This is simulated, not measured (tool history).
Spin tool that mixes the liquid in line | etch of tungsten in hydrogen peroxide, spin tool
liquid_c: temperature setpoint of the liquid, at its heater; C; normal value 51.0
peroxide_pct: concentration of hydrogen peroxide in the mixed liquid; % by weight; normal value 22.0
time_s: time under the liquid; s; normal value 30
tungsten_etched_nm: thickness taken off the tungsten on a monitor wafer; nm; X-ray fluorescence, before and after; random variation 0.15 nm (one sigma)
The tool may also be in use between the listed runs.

run	hour	liquid_c	peroxide_pct	time_s	read-back film thickness of the tungsten reference wafer, read on the same gauge (nm)	tungsten_etched_nm
1	0.0	56.0	22.0	30	149.97	39.59
2	64.7	51.0	22.0	30	150.02	29.79
3	96.9	51.0	22.0	30	150.01	29.89
4	142.0	51.0	24.5	30	149.99	31.78
5	184.3	51.0	24.5	30	149.98	32.16
6	246.7	47.0	22.0	30	150.01	23.82
7	290.6	47.0	22.0	30	150.01	24.00
8	338.0	51.0	22.0	30	149.99	30.49
9	364.9	51.0	22.0	30	150.01	31.00
10	401.4	51.0	22.0	30	150.01	30.88
# hour 465.8: new drum of peroxide connected
11	475.9	51.0	22.0	45	150.01	46.51
# hour 480.1: thermometer replaced
# hour 521.1: gauge calibrated
# hour 617.4: peroxide flow meter replaced
12	627.0	51.0	22.0	30	150.01	28.72
13	692.8	45.0	24.0	15	150.00	10.32
# hour 785.8: heated supply line repaired
14	790.1	53.5	26.5	20	150.02	24.91
15	837.4	51.0	16.5	30	149.99	25.67

Forecast run 16:
16	906.2	47.0	22.0	30	?	?

Run 16 yielded read-back film thickness of the tungsten reference wafer, read on the same gauge (nm) 150.00, tungsten_etched_nm 23.10 nm.
On a tool with no hidden condition, and with the same random variation, this run would have come out at tungsten_etched_nm 21.88 nm.
